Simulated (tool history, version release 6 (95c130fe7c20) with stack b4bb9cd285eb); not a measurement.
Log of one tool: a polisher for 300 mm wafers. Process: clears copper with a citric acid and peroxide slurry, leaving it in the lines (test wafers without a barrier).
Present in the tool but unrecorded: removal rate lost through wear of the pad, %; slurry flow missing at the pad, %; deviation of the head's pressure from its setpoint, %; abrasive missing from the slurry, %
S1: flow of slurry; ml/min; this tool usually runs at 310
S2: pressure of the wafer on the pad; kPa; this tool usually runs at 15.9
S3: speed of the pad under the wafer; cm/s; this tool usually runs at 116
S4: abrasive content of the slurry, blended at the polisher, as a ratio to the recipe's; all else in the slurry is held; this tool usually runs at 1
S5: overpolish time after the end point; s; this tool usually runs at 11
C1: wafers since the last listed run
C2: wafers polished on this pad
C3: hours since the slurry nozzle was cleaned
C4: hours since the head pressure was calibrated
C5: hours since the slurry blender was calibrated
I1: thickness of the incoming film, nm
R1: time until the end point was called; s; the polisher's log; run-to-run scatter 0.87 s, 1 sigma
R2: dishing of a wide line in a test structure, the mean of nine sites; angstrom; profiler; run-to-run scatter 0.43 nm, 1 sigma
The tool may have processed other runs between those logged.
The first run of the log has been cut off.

| run | hour | S1 | S2 | S3 | S4 | S5 | C1 | C2 | C3 | C4 | C5 | I1 | R1 | R2 |
|---|---|---|---|---|---|---|---|---|---|---|---|---|---|---|
| 2 | 10.2 | 370 | 14.5 | 116 | 1 | 11 | 69 | 365 | 270.3 | 1103.2 | 76.5 | 169.6 | 75.9 | 177 |
| 3 | 18.8 | 370 | 14.5 | 116 | 1 | 11 | 58 | 424 | 278.9 | 1111.8 | 85.1 | 171.1 | 74.9 | 174 |
| 4 | 35.9 | 310 | 15.9 | 116 | 1 | 11 | 116 | 541 | 296 | 1128.9 | 102.2 | 170.8 | 71.4 | 184 |
| 5 | 52.6 | 310 | 12.4 | 116 | 1 | 11 | 114 | 655 | 312.7 | 1145.6 | 118.9 | 172.7 | 91.1 | 145 |
| 6 | 58.7 | 310 | 15.9 | 116 | 1 | 7 | 41 | 697 | 318.8 | 1151.7 | 125 | 171.8 | 73.3 | 125 |
|  | 75.1 | worn pad replaced by a new one |
| 7 | 75.6 | 310 | 15.9 | 116 | 1 | 11 | 88 | 3 | 335.7 | 1168.6 | 141.9 | 168.2 | 69 | 185 |
| 8 | 78.7 | 310 | 15.9 | 116 | 1 | 11 | 21 | 24 | 338.8 | 1171.7 | 145 | 169.5 | 70.3 | 187 |
| 9 | 95.9 | 310 | 15.9 | 116 | 1 | 11 | 117 | 141 | 356 | 1188.9 | 162.2 | 170.5 | 69.3 | 190 |
| 10 | 108.2 | 310 | 15.9 | 116 | 1 | 11 | 84 | 226 | 368.3 | 1201.2 | 174.5 | 169.4 | 68.8 | 177 |
| 11 | 122.9 | 310 | 15.9 | 116 | 1 | 11 | 100 | 326 | 383 | 1215.9 | 189.2 | 169.1 | 71.6 | 186 |
| 12 | 136.5 | 310 | 15.9 | 116 | 1 | 11 | 92 | 419 | 396.6 | 1229.5 | 202.8 | 167 | 70.7 | 186 |
| 13 | 148.9 | 310 | 15.9 | 116 | 1 | 11 | 84 | 504 | 409 | 1241.9 | 215.2 | 172.6 | 71.8 | 180 |
| 14 | 155 | 310 | 15.9 | 116 | 1 | 11 | 41 | 545 | 415.1 | 1248 | 221.3 | 173.4 | 70.8 | 187 |
|  | 167.8 | head pressure recalibrated |
| 15 | 184 | 310 | 15.9 | 116 | 1 | 11 | 184 | 730 | 444.1 | 16.2 | 250.3 | 170.7 | 70.9 | 187 |
| 16 | 191.7 | 370 | 15.9 | 142 | 1.25 | 7 | 52 | 783 | 451.8 | 23.9 | 258 | 170.5 | 55.2 | 155 |
|  | 201.3 | worn pad replaced by a new one |
| 17 | 201.8 | 310 | 20 | 116 | 0.75 | 11 | 41 | 3 | 461.9 | 34 | 268.1 | 170.6 | 58 | 213 |
| 18 | 210.7 | 380 | 15.9 | 154 | 1.25 | 5 | 60 | 64 | 470.8 | 42.9 | 277 | 170.6 | 50 | 122 |

Run 19, settings as shown, results not yet in. Your forecast:
| 19 | 224.1 | 275 | 15.9 | 116 | 1 | 11 | 91 | 155 | 484.2 | 56.3 | 290.4 | 168.7 | ? | ? |

Run 19 came out at R1 69.9 s, R2 184 angstrom.
Minus the tool's unlogged condition, the same run would have read R1 69.9 s, R2 184 angstrom.

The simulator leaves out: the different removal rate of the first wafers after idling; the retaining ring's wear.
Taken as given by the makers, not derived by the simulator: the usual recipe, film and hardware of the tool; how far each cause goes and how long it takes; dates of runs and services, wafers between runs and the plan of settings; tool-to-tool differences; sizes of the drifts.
